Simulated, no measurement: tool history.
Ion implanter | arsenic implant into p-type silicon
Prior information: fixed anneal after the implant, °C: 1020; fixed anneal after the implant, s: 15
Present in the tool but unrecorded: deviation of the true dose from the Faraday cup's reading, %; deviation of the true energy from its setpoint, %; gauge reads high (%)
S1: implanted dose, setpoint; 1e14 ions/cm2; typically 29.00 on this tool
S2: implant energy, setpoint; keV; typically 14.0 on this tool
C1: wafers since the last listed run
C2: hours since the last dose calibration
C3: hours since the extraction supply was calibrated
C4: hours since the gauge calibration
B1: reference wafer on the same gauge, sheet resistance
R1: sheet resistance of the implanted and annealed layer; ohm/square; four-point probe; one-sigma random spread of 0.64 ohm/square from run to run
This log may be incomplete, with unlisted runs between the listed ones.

run	day	S1	S2	C1	C2	C3	C4	B1	R1
1	0.000	32.98	12.5	0	344.1	3345.8	166.0	114.95	110.80
2	2.750	32.98	12.5	855	410.1	3411.8	232.0	114.68	109.55
3	5.212	34.83	15.5	766	469.2	3470.9	291.1	115.07	103.37
4	6.354	29.00	14.0	355	496.6	3498.3	318.5	115.18	110.70
5	11.800	29.00	14.0	1694	627.3	3629.0	449.2	115.09	110.53
# day 12.938: gauge calibrated
6	13.608	29.00	14.0	562	670.7	3672.4	16.1	115.15	110.38
7	16.408	29.00	14.0	871	737.9	3739.6	83.3	115.00	109.59
8	18.812	29.00	14.0	748	795.6	3797.3	141.0	114.97	107.97
9	21.229	29.00	14.0	752	853.6	3855.3	199.0	114.93	109.76
# day 21.708: extraction supply calibrated
10	23.458	23.26	12.0	589	907.1	42.0	252.5	115.11	116.93
# day 25.512: Faraday cup replaced and dose calibrated
11	25.533	29.00	14.0	542	0.5	91.8	302.3	114.66	108.13
12	27.538	31.73	14.0	623	48.6	139.9	350.4	114.93	108.02
13	29.229	26.59	18.0	526	89.2	180.5	391.0	115.22	102.87
14	30.725	36.13	12.5	465	125.1	216.4	426.9	115.08	108.60
15	33.325	29.00	17.0	809	187.5	278.8	489.3	114.95	103.76
16	35.012	21.62	11.5	525	228.0	319.3	529.8	115.05	117.39
# day 37.033: gauge calibrated
17	37.392	29.00	14.0	740	285.1	376.4	8.6	115.09	110.38
18	40.029	23.38	17.0	820	348.4	439.7	71.9	114.93	107.40
19	41.729	25.04	9.5	529	389.2	480.5	112.7	115.13	118.62

Alternative continuations, all from the tool just after run 19; predict every row:
A	41.746	29.00	14.0	5	389.6	480.9	113.1	?	?
B	41.746	24.04	11.5	5	389.6	480.9	113.1	?	?
C	41.746	24.89	12.5	5	389.6	480.9	113.1	?	?

run	B1	R1
A	115.12	110.01
B	115.12	117.42
C	115.12	115.03
With no hidden state in the tool, these same runs would have given:
run	R1
A	110.01
B	117.42
C	115.03
